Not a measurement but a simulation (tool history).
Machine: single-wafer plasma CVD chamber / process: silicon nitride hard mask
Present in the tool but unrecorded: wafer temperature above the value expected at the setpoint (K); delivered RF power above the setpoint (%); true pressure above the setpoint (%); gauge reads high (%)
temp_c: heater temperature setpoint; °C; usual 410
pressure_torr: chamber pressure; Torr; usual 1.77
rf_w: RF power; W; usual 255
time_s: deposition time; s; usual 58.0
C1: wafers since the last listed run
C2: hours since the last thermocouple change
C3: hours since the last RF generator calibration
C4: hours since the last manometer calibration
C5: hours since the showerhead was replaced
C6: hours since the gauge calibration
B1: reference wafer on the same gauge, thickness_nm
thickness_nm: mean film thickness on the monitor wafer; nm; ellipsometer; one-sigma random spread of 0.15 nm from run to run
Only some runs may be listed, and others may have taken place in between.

{"run": 1, "day": 0.0, "temp_c": 410, "pressure_torr": 1.77, "rf_w": 275, "time_s": 58.0, "C1": 0, "C2": 1770.6, "C3": 978.7, "C4": 2276.9, "C5": 3573.4, "C6": 707.1, "B1": 55.21, "thickness_nm": 66.182}
{"run": 2, "day": 1.95, "temp_c": 410, "pressure_torr": 1.77, "rf_w": 255, "time_s": 58.0, "C1": 644, "C2": 1817.4, "C3": 1025.5, "C4": 2323.7, "C5": 3620.2, "C6": 753.9, "B1": 55.18, "thickness_nm": 62.477}
{"day": 2.346, "done": "gauge calibrated"}
{"run": 3, "day": 3.283, "temp_c": 415, "pressure_torr": 1.77, "rf_w": 255, "time_s": 58.0, "C1": 440, "C2": 1849.4, "C3": 1057.5, "C4": 2355.7, "C5": 3652.2, "C6": 22.5, "B1": 55.237, "thickness_nm": 62.59}
{"run": 4, "day": 4.517, "temp_c": 415, "pressure_torr": 1.77, "rf_w": 255, "time_s": 58.0, "C1": 407, "C2": 1879.0, "C3": 1087.1, "C4": 2385.3, "C5": 3681.8, "C6": 52.1, "B1": 55.21, "thickness_nm": 62.37}
{"run": 5, "day": 6.362, "temp_c": 415, "pressure_torr": 1.77, "rf_w": 255, "time_s": 58.0, "C1": 610, "C2": 1923.3, "C3": 1131.4, "C4": 2429.6, "C5": 3726.1, "C6": 96.4, "B1": 55.196, "thickness_nm": 62.331}
{"run": 6, "day": 8.258, "temp_c": 410, "pressure_torr": 1.97, "rf_w": 220, "time_s": 58.0, "C1": 626, "C2": 1968.8, "C3": 1176.9, "C4": 2475.1, "C5": 3771.6, "C6": 141.9, "B1": 55.167, "thickness_nm": 56.527}
{"run": 7, "day": 11.121, "temp_c": 410, "pressure_torr": 1.97, "rf_w": 220, "time_s": 58.0, "C1": 946, "C2": 2037.5, "C3": 1245.6, "C4": 2543.8, "C5": 3840.3, "C6": 210.6, "B1": 55.187, "thickness_nm": 56.575}
{"run": 8, "day": 13.496, "temp_c": 410, "pressure_torr": 1.97, "rf_w": 220, "time_s": 58.0, "C1": 784, "C2": 2094.5, "C3": 1302.6, "C4": 2600.8, "C5": 3897.3, "C6": 267.6, "B1": 55.179, "thickness_nm": 56.697}
{"run": 9, "day": 16.075, "temp_c": 410, "pressure_torr": 1.77, "rf_w": 265, "time_s": 58.0, "C1": 852, "C2": 2156.4, "C3": 1364.5, "C4": 2662.7, "C5": 3959.2, "C6": 329.5, "B1": 55.241, "thickness_nm": 64.25}
{"day": 18.354, "done": "RF generator calibrated"}
{"run": 10, "day": 18.617, "temp_c": 410, "pressure_torr": 1.77, "rf_w": 265, "time_s": 58.0, "C1": 729, "C2": 2217.4, "C3": 6.3, "C4": 2723.7, "C5": 4020.2, "C6": 390.5, "B1": 55.174, "thickness_nm": 65.047}
{"day": 19.121, "done": "capacitance manometer re-zeroed and calibrated"}
{"day": 19.592, "done": "thermocouple changed; heater temperature recalibrated"}
{"run": 11, "day": 20.75, "temp_c": 410, "pressure_torr": 1.77, "rf_w": 265, "time_s": 58.0, "C1": 484, "C2": 27.8, "C3": 57.5, "C4": 39.1, "C5": 4071.4, "C6": 441.7, "B1": 55.211, "thickness_nm": 65.359}
{"day": 23.488, "done": "showerhead replaced"}
{"run": 12, "day": 23.583, "temp_c": 410, "pressure_torr": 1.77, "rf_w": 290, "time_s": 67.2, "C1": 826, "C2": 95.8, "C3": 125.5, "C4": 107.1, "C5": 2.3, "C6": 509.7, "B1": 55.216, "thickness_nm": 80.665}
{"run": 13, "day": 24.875, "temp_c": 416, "pressure_torr": 1.92, "rf_w": 305, "time_s": 58.0, "C1": 426, "C2": 126.8, "C3": 156.5, "C4": 138.1, "C5": 33.3, "C6": 540.7, "B1": 55.196, "thickness_nm": 73.22}
{"run": 14, "day": 27.129, "temp_c": 410, "pressure_torr": 1.77, "rf_w": 255, "time_s": 58.0, "C1": 745, "C2": 180.9, "C3": 210.6, "C4": 192.2, "C5": 87.4, "C6": 594.8, "B1": 55.156, "thickness_nm": 63.038}
{"run": 15, "day": 28.146, "temp_c": 420, "pressure_torr": 1.59, "rf_w": 255, "time_s": 46.9, "C1": 336, "C2": 205.3, "C3": 235.0, "C4": 216.6, "C5": 111.8, "C6": 619.2, "B1": 55.176, "thickness_nm": 49.737}
{"run": 16, "day": 30.529, "temp_c": 410, "pressure_torr": 1.77, "rf_w": 255, "time_s": 68.4, "C1": 787, "C2": 262.5, "C3": 292.2, "C4": 273.8, "C5": 169.0, "C6": 676.4, "B1": 55.248, "thickness_nm": 74.483}
{"day": 31.571, "done": "gauge calibrated"}
{"run": 17, "day": 32.346, "temp_c": 425, "pressure_torr": 2.13, "rf_w": 270, "time_s": 64.0, "C1": 600, "C2": 306.1, "C3": 335.8, "C4": 317.4, "C5": 212.6, "C6": 18.6, "B1": 55.131, "thickness_nm": 75.34}
{"run": 18, "day": 33.383, "temp_c": 410, "pressure_torr": 1.77, "rf_w": 255, "time_s": 63.9, "C1": 342, "C2": 331.0, "C3": 360.7, "C4": 342.3, "C5": 237.5, "C6": 43.5, "B1": 55.211, "thickness_nm": 69.717}
{"run": 19, "day": 35.529, "temp_c": 410, "pressure_torr": 1.77, "rf_w": 255, "time_s": 58.0, "C1": 709, "C2": 382.5, "C3": 412.2, "C4": 393.8, "C5": 289.0, "C6": 95.0, "B1": 55.167, "thickness_nm": 63.445}
{"run": 20, "day": 37.288, "temp_c": 410, "pressure_torr": 1.77, "rf_w": 255, "time_s": 51.6, "C1": 581, "C2": 424.7, "C3": 454.4, "C4": 436.0, "C5": 331.2, "C6": 137.2, "B1": 55.221, "thickness_nm": 56.157}
{"run": 21, "day": 39.683, "temp_c": 410, "pressure_torr": 1.77, "rf_w": 255, "time_s": 61.4, "C1": 791, "C2": 482.2, "C3": 511.9, "C4": 493.5, "C5": 388.7, "C6": 194.7, "B1": 55.24, "thickness_nm": 66.605}
{"run": 22, "day": 41.958, "temp_c": 410, "pressure_torr": 1.54, "rf_w": 255, "time_s": 66.0, "C1": 751, "C2": 536.8, "C3": 566.5, "C4": 548.1, "C5": 443.3, "C6": 249.3, "B1": 55.177, "thickness_nm": 69.93}
{"run": 23, "day": 44.208, "temp_c": 410, "pressure_torr": 2.05, "rf_w": 255, "time_s": 58.0, "C1": 743, "C2": 590.8, "C3": 620.5, "C4": 602.1, "C5": 497.3, "C6": 303.3, "B1": 55.2, "thickness_nm": 65.041}
{"run": 24, "day": 46.7, "temp_c": 410, "pressure_torr": 1.94, "rf_w": 255, "time_s": 48.0, "C1": 823, "C2": 650.6, "C3": 680.3, "C4": 661.9, "C5": 557.1, "C6": 363.1, "B1": 55.213, "thickness_nm": 53.061}

3 options for the next run, each taken on its own from the tool as it stands now. Forecast them:
{"run": "A", "day": 46.717, "temp_c": 410, "pressure_torr": 1.77, "rf_w": 255, "time_s": 58.0, "C1": 5, "C2": 651.0, "C3": 680.7, "C4": 662.3, "C5": 557.5, "C6": 363.5, "B1": "?", "thickness_nm": "?"}
{"run": "B", "day": 46.717, "temp_c": 404, "pressure_torr": 1.77, "rf_w": 255, "time_s": 64.4, "C1": 5, "C2": 651.0, "C3": 680.7, "C4": 662.3, "C5": 557.5, "C6": 363.5, "B1": "?", "thickness_nm": "?"}
{"run": "C", "day": 46.717, "temp_c": 410, "pressure_torr": 1.77, "rf_w": 255, "time_s": 52.6, "C1": 5, "C2": 651.0, "C3": 680.7, "C4": 662.3, "C5": 557.5, "C6": 363.5, "B1": "?", "thickness_nm": "?"}

run=A B1=55.165 thickness_nm=62.819
run=B B1=55.165 thickness_nm=69.897
run=C B1=55.165 thickness_nm=56.980
Stripped of hidden state, with their random variation kept, the same runs would have yielded:
run=A thickness_nm=63.048
run=B thickness_nm=70.152
run=C thickness_nm=57.188
